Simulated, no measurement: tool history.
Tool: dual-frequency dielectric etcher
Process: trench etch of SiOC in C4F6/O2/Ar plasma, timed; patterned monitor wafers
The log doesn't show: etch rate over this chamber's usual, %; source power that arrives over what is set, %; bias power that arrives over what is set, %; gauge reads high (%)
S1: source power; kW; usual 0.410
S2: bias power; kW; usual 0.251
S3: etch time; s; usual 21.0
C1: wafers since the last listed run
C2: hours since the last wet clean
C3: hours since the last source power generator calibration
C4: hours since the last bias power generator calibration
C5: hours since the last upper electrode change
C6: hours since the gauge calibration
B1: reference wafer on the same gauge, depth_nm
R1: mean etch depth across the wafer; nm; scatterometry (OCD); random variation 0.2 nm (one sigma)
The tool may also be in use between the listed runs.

run   hour     S1     S2    S3   C1     C2      C3      C4      C5     C6     B1     R1
  1    0.0  0.410  0.251  22.5    0  257.0  2478.0  4184.1  6072.4   88.4  57.54  57.54
  2   29.5  0.440  0.251  21.0  526  286.5  2507.5  4213.6  6101.9  117.9  57.57  54.79
  3   36.9  0.440  0.251  21.0  132  293.9  2514.9  4221.0  6109.3  125.3  57.48  55.08
  4   43.3  0.410  0.251  21.0  114  300.3  2521.3  4227.4  6115.7  131.7  57.44  53.76
      81.1  -- upper electrode replaced
      83.9  -- source power generator calibrated
      86.3  -- bias power generator calibrated
  5   86.8  0.410  0.251  21.0  255  343.8     2.9     0.5     5.7  175.2  57.54  54.51
  6   87.1  0.410  0.251  21.0    5  344.1     3.2     0.8     6.0  175.5  57.58  53.99
  7   95.9  0.410  0.251  21.0  157  352.9    12.0     9.6    14.8  184.3  57.58  54.67
     100.2  -- gauge calibrated
  8  106.0  0.470  0.312  27.5  180  363.0    22.1    19.7    24.9    5.8  57.53  78.59
     150.8  -- wet clean of the chamber
  9  151.3  0.360  0.188  23.5  380    0.5    67.4    65.0    70.2   51.1  57.50  52.54
 10  166.1  0.450  0.251  18.0  264   15.3    82.2    79.8    85.0   65.9  57.47  46.12

Forecast run 11:
 11  177.0  0.410  0.251  21.0  194  26.2  93.1  90.7  95.9  76.8   ?   ?

{"run 11": {"B1": 57.52, "R1": 52.67}}
Without the tool's hidden state the same run would have given R1 51.99 nm.

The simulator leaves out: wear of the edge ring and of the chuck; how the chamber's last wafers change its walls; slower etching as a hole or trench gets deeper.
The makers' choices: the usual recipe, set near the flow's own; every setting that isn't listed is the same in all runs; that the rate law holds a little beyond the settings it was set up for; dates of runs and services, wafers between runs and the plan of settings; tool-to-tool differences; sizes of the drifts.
